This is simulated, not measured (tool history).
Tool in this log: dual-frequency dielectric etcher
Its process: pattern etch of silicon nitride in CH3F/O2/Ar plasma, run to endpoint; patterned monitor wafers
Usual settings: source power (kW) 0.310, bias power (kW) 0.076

| run | day | source power (kW) | bias power (kW) | wafers since the last listed run | hours since the last wet clean | hours since the last source power generator calibration | hours since the last bias power generator calibration | hours since the last upper electrode change | incoming incoming film thickness, nm | endpoint time (s) |
|---|---|---|---|---|---|---|---|---|---|---|
| 1 | 0.000 | 0.310 | 0.076 | 0 | 287.0 | 3385.0 | 3828.0 | 2951.0 | 58.3 | 91.9 |
| 2 | 0.421 | 0.310 | 0.076 | 130 | 297.1 | 3395.1 | 3838.1 | 2961.1 | 58.4 | 91.8 |
| 3 | 1.158 | 0.310 | 0.076 | 228 | 314.8 | 3412.8 | 3855.8 | 2978.8 | 58.5 | 92.0 |
| 4 | 1.562 | 0.310 | 0.076 | 125 | 324.5 | 3422.5 | 3865.5 | 2988.5 | 57.8 | 91.5 |
| 5 | 2.079 | 0.310 | 0.076 | 160 | 336.9 | 3434.9 | 3877.9 | 3000.9 | 58.1 | 92.1 |
| 6 | 2.542 | 0.310 | 0.076 | 143 | 348.0 | 3446.0 | 3889.0 | 3012.0 | 58.0 | 91.7 |
| 7 | 2.962 | 0.310 | 0.076 | 130 | 358.1 | 3456.1 | 3899.1 | 3022.1 | 58.5 | 93.1 |
| 8 | 3.225 | 0.310 | 0.076 | 81 | 364.4 | 3462.4 | 3905.4 | 3028.4 | 58.1 | 91.6 |
| 9 | 3.617 | 0.360 | 0.076 | 121 | 373.8 | 3471.8 | 3914.8 | 3037.8 | 58.7 | 86.9 |
| 10 | 4.175 | 0.360 | 0.076 | 173 | 387.2 | 3485.2 | 3928.2 | 3051.2 | 58.4 | 85.7 |
| 11 | 4.812 | 0.360 | 0.076 | 197 | 402.5 | 3500.5 | 3943.5 | 3066.5 | 58.6 | 85.2 |
| 12 | 5.388 | 0.310 | 0.076 | 178 | 416.3 | 3514.3 | 3957.3 | 3080.3 | 58.8 | 92.0 |
| 13 | 5.908 | 0.310 | 0.076 | 161 | 428.8 | 3526.8 | 3969.8 | 3092.8 | 58.0 | 92.4 |
| 14 | 6.508 | 0.310 | 0.076 | 186 | 443.2 | 3541.2 | 3984.2 | 3107.2 | 58.1 | 92.7 |
| 15 | 6.812 | 0.240 | 0.064 | 94 | 450.5 | 3548.5 | 3991.5 | 3114.5 | 57.8 | 111.3 |
| 16 | 7.450 | 0.310 | 0.065 | 197 | 465.8 | 3563.8 | 4006.8 | 3129.8 | 58.5 | 96.3 |
| 17 | 8.088 | 0.370 | 0.076 | 197 | 481.1 | 3579.1 | 4022.1 | 3145.1 | 58.7 | 84.7 |
|  | 9.112 | source power generator calibrated |
|  | 9.433 | wet clean of the chamber |
| 18 | 10.108 | 0.310 | 0.076 | 476 | 16.2 | 23.9 | 4070.6 | 3193.6 | 58.7 | 93.3 |
| 19 | 10.446 | 0.260 | 0.088 | 104 | 24.3 | 32.0 | 4078.7 | 3201.7 | 58.3 | 97.0 |
| 20 | 11.117 | 0.340 | 0.076 | 208 | 40.4 | 48.1 | 4094.8 | 3217.8 | 58.1 | 87.0 |
| 21 | 11.725 | 0.250 | 0.065 | 188 | 55.0 | 62.7 | 4109.4 | 3232.4 | 57.9 | 107.6 |
|  | 14.004 | upper electrode replaced |
| 22 | 14.025 | 0.310 | 0.060 | 403 | 110.2 | 117.9 | 4164.6 | 0.5 | 58.4 | 97.9 |
| 23 | 14.042 | 0.260 | 0.068 | 5 | 110.6 | 118.3 | 4165.0 | 0.9 | 58.2 | 104.6 |
| 24 | 14.054 | 0.240 | 0.063 | 3 | 110.9 | 118.6 | 4165.3 | 1.2 | 58.7 | 113.0 |
| 25 | 14.271 | 0.240 | 0.067 | 67 | 116.1 | 123.8 | 4170.5 | 6.4 | 57.8 | 110.5 |
| 26 | 14.788 | 0.380 | 0.065 | 160 | 128.5 | 136.2 | 4182.9 | 18.8 | 58.6 | 88.0 |
| 27 | 15.212 | 0.240 | 0.076 | 131 | 138.7 | 146.4 | 4193.1 | 29.0 | 58.1 | 106.7 |
| 28 | 15.521 | 0.350 | 0.092 | 95 | 146.1 | 153.8 | 4200.5 | 36.4 | 58.6 | 83.2 |
|  | 15.729 | bias power generator calibrated |
| 29 | 16.162 | 0.310 | 0.071 | 147 | 161.5 | 169.2 | 10.4 | 51.8 | 58.4 | 93.3 |
| 30 | 16.638 | 0.310 | 0.076 | 147 | 172.9 | 180.6 | 21.8 | 63.2 | 58.4 | 92.1 |
| 31 | 17.871 | 0.310 | 0.076 | 382 | 202.5 | 210.2 | 51.4 | 92.8 | 58.4 | 92.8 |
| 32 | 18.329 | 0.360 | 0.087 | 142 | 213.5 | 221.2 | 62.4 | 103.8 | 58.1 | 81.4 |
| 33 | 18.796 | 0.310 | 0.067 | 144 | 224.7 | 232.4 | 73.6 | 115.0 | 58.4 | 96.1 |
| 34 | 19.808 | 0.310 | 0.076 | 314 | 249.0 | 256.7 | 97.9 | 139.3 | 57.7 | 90.7 |
| 35 | 20.133 | 0.390 | 0.092 | 100 | 256.8 | 264.5 | 105.7 | 147.1 | 58.3 | 77.4 |
| 36 | 20.733 | 0.310 | 0.090 | 186 | 271.2 | 278.9 | 120.1 | 161.5 | 58.1 | 87.7 |

Predict each of these 3 candidate next runs independently; none follows another, all start after run 36:
| A | 20.750 | 0.290 | 0.076 | 5 | 271.6 | 279.3 | 120.5 | 161.9 | 58.3 | ? |
| B | 20.750 | 0.350 | 0.087 | 5 | 271.6 | 279.3 | 120.5 | 161.9 | 58.3 | ? |
| C | 20.750 | 0.360 | 0.089 | 5 | 271.6 | 279.3 | 120.5 | 161.9 | 58.3 | ? |

| run | endpoint time (s) |
|---|---|
| A | 95.7 |
| B | 83.6 |
| C | 81.9 |
With the hidden condition removed and each run's random variation left untouched, the same runs would have given:
| run | endpoint time (s) |
|---|---|
| A | 95.7 |
| B | 83.6 |
| C | 81.9 |
